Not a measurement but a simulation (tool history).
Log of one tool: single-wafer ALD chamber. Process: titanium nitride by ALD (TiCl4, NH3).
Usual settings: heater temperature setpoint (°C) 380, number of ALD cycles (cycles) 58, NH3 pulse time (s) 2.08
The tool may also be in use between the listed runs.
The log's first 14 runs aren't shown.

run	hour	heater temperature setpoint (°C)	number of ALD cycles (cycles)	NH3 pulse time (s)	read-back reference wafer on the same gauge, thickness_nm	mean film thickness on the monitor wafer (angstrom)
15	679.7	380	58	2.08	1.323	12.41
16	731.5	380	58	2.08	1.325	12.48
17	767.4	369	62	1.86	1.327	12.97
18	831.7	372	58	1.7	1.33	12.16
# hour 844.8: gauge calibrated
19	866.3	380	58	2.08	1.299	12.25
# hour 877.8: thermocouple changed; heater temperature recalibrated
20	925.7	380	58	2.64	1.299	12.37
21	967.4	389	63	1.27	1.301	13.02
22	1130.7	369	62	1.86	1.301	12.77
# hour 1139.6: showerhead replaced
23	1173.9	380	58	2.08	1.301	12.25
24	1226.1	380	58	2.08	1.303	12.28
25	1284	380	58	1.7	1.303	12.14
26	1469.3	375	64	2.8	1.307	13.75
27	1510.1	384	64	2.36	1.309	13.75
28	1559.1	380	58	2.08	1.31	12.32
29	1588.9	373	67	2.32	1.31	14.22
30	1630.5	380	64	2.08	1.313	13.65
31	1671.1	380	58	2.08	1.314	12.3
32	1720.3	384	53	1.58	1.317	11.14

3 ways to go on from here, each from the tool as it stands after run 32. What would each give?
A	1720.8	388	58	2.08	?	?
B	1720.8	395	48	2.45	?	?
C	1720.8	367	47	2.08	?	?

run	read-back reference wafer on the same gauge, thickness_nm	mean film thickness on the monitor wafer (angstrom)
A	1.315	12.54
B	1.315	10.52
C	1.315	9.86
Without the tool's hidden state the same runs would have given:
run	mean film thickness on the monitor wafer (angstrom)
A	12.39
B	10.4
C	9.74
